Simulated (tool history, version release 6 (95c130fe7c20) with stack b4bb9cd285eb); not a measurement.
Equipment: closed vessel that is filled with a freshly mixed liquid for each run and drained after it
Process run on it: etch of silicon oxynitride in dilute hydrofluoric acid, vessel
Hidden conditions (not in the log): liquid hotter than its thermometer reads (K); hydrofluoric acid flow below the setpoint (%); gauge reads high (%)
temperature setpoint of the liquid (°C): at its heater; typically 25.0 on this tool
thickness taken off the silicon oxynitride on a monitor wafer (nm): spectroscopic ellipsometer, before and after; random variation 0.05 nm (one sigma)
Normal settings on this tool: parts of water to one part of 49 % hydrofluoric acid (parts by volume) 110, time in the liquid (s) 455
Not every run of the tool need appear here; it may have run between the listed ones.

run,hour,temperature setpoint of the liquid (°C),parts of water to one part of 49 % hydrofluoric acid (parts by volume),time in the liquid (s),wafers since the last listed run,hours since the thermometer was replaced,hours since the hydrofluoric acid flow meter was replaced,hours since the gauge calibration,"read-back film thickness of the silicon oxynitride reference wafer, read on the same gauge (nm)",thickness taken off the silicon oxynitride on a monitor wafer (nm)
1,0.0,25.0,110,455,0,2387.9,299.6,223.5,50.01,8.60
2,22.6,25.0,110,455,1692,2410.5,322.2,246.1,49.99,8.55
3,39.4,25.0,110,455,1258,2427.3,339.0,262.9,49.99,8.54
4,71.0,25.0,110,455,2366,2458.9,370.6,294.5,50.00,8.53
5,86.3,25.0,110,455,1145,2474.2,385.9,309.8,50.00,8.45
6,122.0,25.0,110,455,2673,2509.9,421.6,345.5,49.99,8.37
7,156.3,25.0,110,455,2568,2544.2,455.9,379.8,50.03,8.39
8,182.6,25.0,110,455,1969,2570.5,482.2,406.1,49.99,8.24
9,205.9,25.0,65,455,1744,2593.8,505.5,429.4,50.00,14.51
# hour 224.1: thermometer replaced
10,237.8,25.0,70,315,2314,13.7,537.4,461.3,50.01,9.32
# hour 259.7: gauge calibrated
11,259.7,25.0,110,455,1640,35.6,559.3,0.0,50.03,8.10
# hour 269.2: hydrofluoric acid flow meter replaced
12,287.7,29.0,110,565,2022,63.6,18.5,28.0,50.00,13.58
13,312.4,25.0,70,225,1849,88.3,43.2,52.7,50.01,7.31
14,324.4,25.0,110,455,898,100.3,55.2,64.7,50.01,9.18
15,339.2,23.5,135,455,1108,115.1,70.0,79.5,49.98,6.82
16,373.7,29.0,110,455,2583,149.6,104.5,114.0,49.99,10.89

Entry by entry between the runs, the difference in hidden state between the last listed run before and the first listed run after:
Logged between run 9 and run 10: thermometer replaced (hour 224.1)
  hydrofluoric acid flow below the setpoint (%): 9.44 -> 9.99
  measured value less the no-hidden-state value, thickness taken off the silicon oxynitride on a monitor wafer (nm): -1.61 -> -1.10
Logged between run 10 and run 11: gauge calibrated (hour 259.7)
  hydrofluoric acid flow below the setpoint (%): 9.99 -> 10.4
  measured value less the no-hidden-state value, thickness taken off the silicon oxynitride on a monitor wafer (nm): -1.10 -> -1.03
Logged between run 11 and run 12: hydrofluoric acid flow meter replaced (hour 269.2)
  hydrofluoric acid flow below the setpoint (%): 10.4 -> 0.52
  measured value less the no-hidden-state value, thickness taken off the silicon oxynitride on a monitor wafer (nm): -1.03 -> -0.07
